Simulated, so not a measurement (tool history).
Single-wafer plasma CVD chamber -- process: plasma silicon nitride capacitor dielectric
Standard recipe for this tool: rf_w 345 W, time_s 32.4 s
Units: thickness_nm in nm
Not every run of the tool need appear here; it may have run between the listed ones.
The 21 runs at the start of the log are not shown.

run     day  rf_w  time_s  wafers since the last listed run  hours since the last RF generator calibration  hours since the showerhead was replaced  hours since the gauge calibration  read-back reference wafer on the same gauge, thickness_nm  thickness_nm
 22  13.738   305    35.2                               288                                         1663.7                                     23.2                               58.4                                                     39.093        46.327
 23  14.188   285    32.4                               215                                         1674.5                                     34.0                               69.2                                                     39.066        41.939
 24  14.642   345    32.4                               216                                         1685.4                                     44.9                               80.1                                                     39.097        43.580
 25  15.075   345    30.4                               207                                         1695.8                                     55.3                               90.5                                                     39.132        40.853
     15.958  -- RF generator calibrated
 26  15.979   345    38.8                               272                                            0.5                                     77.0                              112.2                                                     39.085        53.068
 27  16.212   345    32.4                               111                                            6.1                                     82.6                              117.8                                                     39.084        44.412
 28  16.825   385    28.0                               292                                           20.8                                     97.3                              132.5                                                     39.099        39.384
 29  18.208   345    36.1                               660                                           54.0                                    130.5                              165.7                                                     39.079        49.446
 30  18.908   345    32.4                               334                                           70.8                                    147.3                              182.5                                                     39.101        44.283
 31  19.492   305    37.7                               278                                           84.8                                    161.3                              196.5                                                     39.117        50.223
 32  19.750   310    32.4                               123                                           91.0                                    167.5                              202.7                                                     39.071        43.289
 33  20.458   365    25.9                               338                                          108.0                                    184.5                              219.7                                                     39.102        35.683
 34  21.000   295    38.3                               258                                          121.0                                    197.5                              232.7                                                     39.110        50.761

5 ways to go on from here, each from the tool as it stands after run 34. What would each give?
  A  21.017   345    29.3                                 7                                          121.4                                    197.9                              233.1                                                          ?             ?
  B  21.017   305    37.3                                 7                                          121.4                                    197.9                              233.1                                                          ?             ?
  C  21.017   300    32.4                                 7                                          121.4                                    197.9                              233.1                                                          ?             ?
  D  21.017   325    32.4                                 7                                          121.4                                    197.9                              233.1                                                          ?             ?
  E  21.017   300    27.5                                 7                                          121.4                                    197.9                              233.1                                                          ?             ?

run  read-back reference wafer on the same gauge, thickness_nm  thickness_nm
  A                                                     39.102        40.042
  B                                                     39.102        49.709
  C                                                     39.102        43.037
  D                                                     39.102        43.737
  E                                                     39.102        36.528
Take away the tool's hidden state, keep each run's random variation, and the runs would have read:
run  thickness_nm
  A        40.208
  B        49.915
  C        43.215
  D        43.918
  E        36.680

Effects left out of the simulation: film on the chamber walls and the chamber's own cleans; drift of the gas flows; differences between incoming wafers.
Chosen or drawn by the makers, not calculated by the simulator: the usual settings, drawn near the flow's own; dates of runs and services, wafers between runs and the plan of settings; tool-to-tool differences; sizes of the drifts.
